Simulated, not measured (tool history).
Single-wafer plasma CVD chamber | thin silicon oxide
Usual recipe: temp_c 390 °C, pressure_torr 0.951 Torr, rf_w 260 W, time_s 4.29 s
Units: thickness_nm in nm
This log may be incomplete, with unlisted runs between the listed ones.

run     day  temp_c  pressure_torr  rf_w  time_s  read-back reference wafer on the same gauge, thickness_nm  thickness_nm
  1       0     390          0.951   260    4.29                                                      9.277         8.454
      3.758  -- RF generator calibrated
  2   3.779     390          0.951   260    4.29                                                      9.288           8.4
  3   7.875     401          0.951   260    4.29                                                      9.297         8.498
  4  10.725     390          0.951   260    4.29                                                      9.332         8.439
  5  13.108     390          0.951   260    4.29                                                       9.35          8.41
  6  15.229     390          0.951   260     4.5                                                      9.344         8.915
  7  17.729     390          1.107   235    4.29                                                      9.379         8.614
  8  20.138     390          0.951   230    4.29                                                      9.366         7.785
  9  22.583     390          0.951   230    4.29                                                      9.376         7.811
     25.079  -- capacitance manometer re-zeroed and calibrated
 10    25.4     390          1.026   280    4.29                                                      9.382         9.324
 11  26.908     404          0.951   285    4.29                                                      9.413          9.02
 12  34.746     385           1.03   245    4.58                                                      9.434         9.206
 13  38.521     376          0.951   280    4.29                                                      9.471         9.093
 14  42.671     400          0.951   310    4.29                                                      9.511         9.399
 15    45.6     390          1.147   260    4.29                                                      9.502         9.593
 16   48.25     390          0.951   260     4.5                                                      9.519         9.087
 17  51.142     380          1.064   260    4.76                                                      9.554        10.233
     52.962  -- showerhead replaced
 18  53.725     395            0.8   260    4.29                                                      9.561         7.721
     55.267  -- RF generator calibrated
 19  55.608     401           0.88   260     3.5                                                      9.584         6.731
 20  59.892     384          1.072   260    4.29                                                      9.612         9.429
     66.104  -- gauge calibrated
     72.092  -- thermocouple changed; heater temperature recalibrated
 21  72.512     390          0.951   260    4.29                                                      9.308         8.519
 22  76.817     390          0.951   260    4.29                                                      9.273         8.479
 23  79.317     405          0.951   240    4.29                                                      9.297         7.914
 24   83.35     398          0.869   305    4.29                                                      9.292         8.677
 25  85.858     390          0.951   260    3.85                                                      9.291         7.589
 26  88.596     390          0.951   260    4.29                                                      9.324          8.49
 27  96.575     390          1.082   220    4.29                                                      9.301         8.074

Run 28 is up next; what results do you expect?
 28  100.738     404          0.951   260    4.29                                                          ?             ?

{"run 28": {"read-back reference wafer on the same gauge, thickness_nm": 9.323, "thickness_nm": 8.411}}
Take away the tool's hidden state, keep the run-to-run variation as it was, and the same run would have given thickness_nm 8.299 nm.
